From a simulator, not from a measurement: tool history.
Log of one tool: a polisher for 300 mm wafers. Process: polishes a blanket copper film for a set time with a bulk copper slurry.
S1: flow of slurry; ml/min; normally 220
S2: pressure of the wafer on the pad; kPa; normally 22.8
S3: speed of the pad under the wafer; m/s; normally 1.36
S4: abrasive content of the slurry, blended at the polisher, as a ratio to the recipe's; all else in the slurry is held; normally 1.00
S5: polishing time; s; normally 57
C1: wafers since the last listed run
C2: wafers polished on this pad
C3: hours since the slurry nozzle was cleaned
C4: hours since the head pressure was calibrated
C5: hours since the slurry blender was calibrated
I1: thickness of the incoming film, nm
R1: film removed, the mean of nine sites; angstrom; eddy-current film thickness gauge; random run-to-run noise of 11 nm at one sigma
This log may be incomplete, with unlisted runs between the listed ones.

| run | hour | S1 | S2 | S3 | S4 | S5 | C1 | C2 | C3 | C4 | C5 | I1 | R1 |
|---|---|---|---|---|---|---|---|---|---|---|---|---|---|
| 1 | 0.0 | 220 | 22.8 | 1.36 | 1.00 | 57 | 0 | 1258 | 39.7 | 371.1 | 25.6 | 2329.9 | 7915 |
| 2 | 63.5 | 220 | 17.9 | 1.36 | 1.00 | 57 | 493 | 1751 | 103.2 | 434.6 | 89.1 | 2377.4 | 6169 |
| 3 | 110.2 | 220 | 17.9 | 1.36 | 1.00 | 57 | 362 | 2114 | 149.9 | 481.3 | 135.8 | 2403.7 | 6028 |
|  | 130.7 | worn pad replaced by a new one |
|  | 254.5 | slurry blender recalibrated |
|  | 261.9 | slurry nozzle cleaned |
| 4 | 262.2 | 220 | 22.8 | 1.36 | 1.00 | 49 | 1125 | 998 | 0.3 | 633.3 | 7.7 | 2372.0 | 6916 |
| 5 | 293.0 | 220 | 22.8 | 1.36 | 1.00 | 57 | 239 | 1237 | 31.1 | 664.1 | 38.5 | 2350.6 | 7856 |
| 6 | 362.3 | 220 | 22.8 | 1.36 | 0.85 | 57 | 538 | 1775 | 100.4 | 733.4 | 107.8 | 2382.1 | 7601 |
| 7 | 411.3 | 220 | 22.8 | 1.36 | 0.85 | 57 | 380 | 2155 | 149.4 | 782.4 | 156.8 | 2371.4 | 7453 |
| 8 | 440.4 | 220 | 22.8 | 1.36 | 1.00 | 57 | 225 | 2381 | 178.5 | 811.5 | 185.9 | 2350.2 | 7710 |
|  | 457.5 | worn pad replaced by a new one |
| 9 | 479.8 | 220 | 22.8 | 1.36 | 1.00 | 57 | 274 | 173 | 217.9 | 850.9 | 225.3 | 2354.4 | 7427 |
| 10 | 524.6 | 220 | 22.8 | 1.36 | 1.00 | 57 | 347 | 520 | 262.7 | 895.7 | 270.1 | 2347.9 | 7542 |
| 11 | 590.7 | 220 | 22.8 | 1.36 | 1.00 | 57 | 513 | 1034 | 328.8 | 961.8 | 336.2 | 2345.0 | 7334 |
|  | 595.1 | head pressure recalibrated |
|  | 612.9 | slurry blender recalibrated |
|  | 620.4 | slurry nozzle cleaned |
| 12 | 633.0 | 220 | 22.8 | 1.36 | 1.00 | 57 | 289 | 1323 | 12.6 | 37.9 | 20.1 | 2327.3 | 7814 |
| 13 | 676.2 | 220 | 22.8 | 1.36 | 1.00 | 57 | 335 | 1659 | 55.8 | 81.1 | 63.3 | 2357.5 | 7638 |
| 14 | 730.5 | 220 | 22.8 | 1.36 | 1.00 | 57 | 421 | 2080 | 110.1 | 135.4 | 117.6 | 2380.7 | 7806 |
| 15 | 765.3 | 220 | 22.8 | 1.36 | 1.00 | 57 | 270 | 2350 | 144.9 | 170.2 | 152.4 | 2364.8 | 7519 |
|  | 806.3 | worn pad replaced by a new one |
| 16 | 806.8 | 165 | 22.8 | 1.36 | 1.00 | 57 | 291 | 3 | 186.4 | 211.7 | 193.9 | 2348.6 | 7277 |
| 17 | 928.4 | 260 | 22.8 | 1.36 | 1.00 | 57 | 944 | 947 | 308.0 | 333.3 | 315.5 | 2348.7 | 7617 |
|  | 983.1 | slurry blender recalibrated |
| 18 | 986.7 | 220 | 22.8 | 1.36 | 1.10 | 40 | 437 | 1384 | 366.3 | 391.6 | 3.6 | 2348.2 | 5555 |
|  | 1000.1 | slurry nozzle cleaned |
| 19 | 1016.3 | 220 | 22.8 | 1.18 | 0.75 | 43 | 222 | 1606 | 16.2 | 421.2 | 33.2 | 2341.3 | 4884 |
| 20 | 1071.2 | 220 | 27.6 | 1.36 | 1.00 | 57 | 426 | 2033 | 71.1 | 476.1 | 88.1 | 2352.9 | 9377 |
| 21 | 1108.8 | 220 | 19.3 | 1.36 | 1.00 | 76 | 291 | 2325 | 108.7 | 513.7 | 125.7 | 2319.3 | 8583 |
|  | 1167.6 | worn pad replaced by a new one |
| 22 | 1262.0 | 170 | 22.8 | 1.36 | 1.00 | 48 | 1158 | 733 | 261.9 | 666.9 | 278.9 | 2335.7 | 6202 |
|  | 1271.6 | slurry blender recalibrated |
|  | 1299.0 | slurry nozzle cleaned |
| 23 | 1299.5 | 220 | 22.8 | 1.36 | 1.00 | 57 | 267 | 1001 | 0.5 | 704.4 | 27.9 | 2351.5 | 7620 |
| 24 | 1326.8 | 220 | 29.6 | 1.36 | 0.90 | 57 | 211 | 1213 | 27.8 | 731.7 | 55.2 | 2397.4 | 10115 |
| 25 | 1366.4 | 220 | 17.9 | 1.04 | 1.00 | 57 | 307 | 1520 | 67.4 | 771.3 | 94.8 | 2380.6 | 4671 |
| 26 | 1402.7 | 260 | 22.8 | 1.36 | 1.00 | 57 | 281 | 1802 | 103.7 | 807.6 | 131.1 | 2318.0 | 7758 |
|  | 1449.0 | head pressure recalibrated |
| 27 | 1473.3 | 270 | 27.6 | 1.10 | 1.00 | 74 | 532 | 2335 | 174.3 | 24.3 | 201.7 | 2330.1 | 9971 |
|  | 1491.5 | worn pad replaced by a new one |
| 28 | 1501.0 | 220 | 29.0 | 1.80 | 1.20 | 57 | 184 | 73 | 202.0 | 52.0 | 229.4 | 2341.5 | 13302 |

Forecast run 29:
| 29 | 1549.2 | 220 | 22.8 | 1.36 | 1.00 | 48 | 374 | 448 | 250.2 | 100.2 | 277.6 | 2406.3 | ? |

R1: 6336 angstrom
Take away the tool's hidden state, keep the run-to-run variation as it was, and the same run would have given R1 6759 angstrom.
